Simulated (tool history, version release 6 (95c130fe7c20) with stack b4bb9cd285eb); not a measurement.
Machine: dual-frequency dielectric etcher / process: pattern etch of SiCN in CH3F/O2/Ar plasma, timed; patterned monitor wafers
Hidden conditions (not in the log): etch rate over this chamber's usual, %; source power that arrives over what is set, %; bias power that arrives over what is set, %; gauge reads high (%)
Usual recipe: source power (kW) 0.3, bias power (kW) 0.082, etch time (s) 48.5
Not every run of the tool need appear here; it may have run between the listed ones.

run   hour  source power (kW)  bias power (kW)  etch time (s)  wafers since the last listed run  hours since the last wet clean  hours since the last source power generator calibration  hours since the last bias power generator calibration  hours since the last upper electrode change  hours since the gauge calibration  read-back reference wafer on the same gauge, depth_nm  mean etch depth across the wafer (Å)
  1      0                0.3            0.082             52                                 0                           299.5                                                     1701                                                 2128.4                                       2036.6                              205.9                                                   16.3                                 165.3
  2   33.5                0.3            0.082             52                               374                             333                                                   1734.5                                                 2161.9                                       2070.1                              239.4                                                   16.3                                 165.4
  3   56.2                0.3            0.082             52                               254                           355.7                                                   1757.2                                                 2184.6                                       2092.8                              262.1                                                  16.29                                 165.2
  4   82.7                0.3            0.082           48.5                               296                           382.2                                                   1783.7                                                 2211.1                                       2119.3                              288.6                                                   16.3                                   153
  5  113.1                0.3            0.082           48.5                               340                           412.6                                                   1814.1                                                 2241.5                                       2149.7                                319                                                  16.28                                 152.5
  6  142.1                0.3            0.082           48.5                               324                           441.6                                                   1843.1                                                 2270.5                                       2178.7                                348                                                  16.29                                 152.4
  7  174.4                0.3            0.082           48.5                               361                           473.9                                                   1875.4                                                 2302.8                                         2211                              380.3                                                   16.3                                   152
     207.4  -- wet clean of the chamber
     209.1  -- source power generator calibrated
  8  209.6                0.3            0.082           48.5                               106                             2.2                                                      0.5                                                   2338                                       2246.2                              415.5                                                  16.29                                 163.7
  9  223.9               0.34            0.082           48.5                               160                            16.5                                                     14.8                                                 2352.3                                       2260.5                              429.8                                                   16.3                                 175.2
     240.5  -- gauge calibrated
 10    250               0.34            0.082           48.5                               292                            42.6                                                     40.9                                                 2378.4                                       2286.6                                9.5                                                  16.29                                 175.4
 11  282.7               0.23            0.072           48.5                               366                            75.3                                                     73.6                                                 2411.1                                       2319.3                               42.2                                                  16.29                                 131.3
 12    311                0.3            0.082           48.5                               316                           103.6                                                    101.9                                                 2439.4                                       2347.6                               70.5                                                   16.3                                 162.2
 13  346.4               0.36            0.091             62                               396                             139                                                    137.3                                                 2474.8                                         2383                              105.9                                                  16.29                                 235.6
     382.6  -- bias power generator calibrated
 14  383.1                0.3            0.082           48.5                               366                           175.7                                                      174                                                    0.5                                       2419.7                              142.6                                                   16.3                                 160.8
 15  404.2               0.28            0.082             35                               236                           196.8                                                    195.1                                                   21.6                                       2440.8                              163.7                                                   16.3                                 111.6
     460.5  -- upper electrode replaced
 16    461               0.37            0.082           48.5                               367                           253.6                                                    251.9                                                   78.4                                          0.5                              220.5                                                  16.29                                 180.2
 17  461.3                0.3            0.102           48.5                                 3                           253.9                                                    252.2                                                   78.7                                          0.8                              220.8                                                  16.31                                 170.8
 18  535.3               0.34            0.077           48.5                               828                           327.9                                                    326.2                                                  152.7                                         74.8                              294.8                                                   16.3                                 168.2
 19  554.1               0.33            0.088             63                               210                           346.7                                                      345                                                  171.5                                         93.6                              313.6                                                   16.3                                 224.1
 20  566.1               0.37            0.088           48.5                               134                           358.7                                                      357                                                  183.5                                        105.6                              325.6                                                   16.3                                   183
 21  590.2               0.33            0.074           38.5                               269                           382.8                                                    381.1                                                  207.6                                        129.7                              349.7                                                  16.29                                 129.3

What was the tool's hidden state at every run in the log?
bias power that arrives over what is set, %: 0 across all the runs
gauge reads high (%): 0 across all the runs
H1: etch rate over this chamber's usual, %
H2: source power that arrives over what is set, %
run       H1       H2
  1    -1.82    -4.94
  2    -1.98    -5.04
  3     -2.1    -5.11
  4    -2.23    -5.18
  5    -2.39    -5.27
  6    -2.53    -5.36
  7     -2.7    -5.45
  8     0.48    0.463
  9    0.408    0.421
 10    0.276    0.345
 11     0.11     0.25
 12  -0.0328    0.167
 13   -0.212   0.0637
 14   -0.397  -0.0435
 15   -0.504   -0.105
 16   -0.792   -0.271
 17   -0.793   -0.272
 18    -1.17   -0.488
 19    -1.26   -0.543
 20    -1.32   -0.578
 21    -1.45   -0.648

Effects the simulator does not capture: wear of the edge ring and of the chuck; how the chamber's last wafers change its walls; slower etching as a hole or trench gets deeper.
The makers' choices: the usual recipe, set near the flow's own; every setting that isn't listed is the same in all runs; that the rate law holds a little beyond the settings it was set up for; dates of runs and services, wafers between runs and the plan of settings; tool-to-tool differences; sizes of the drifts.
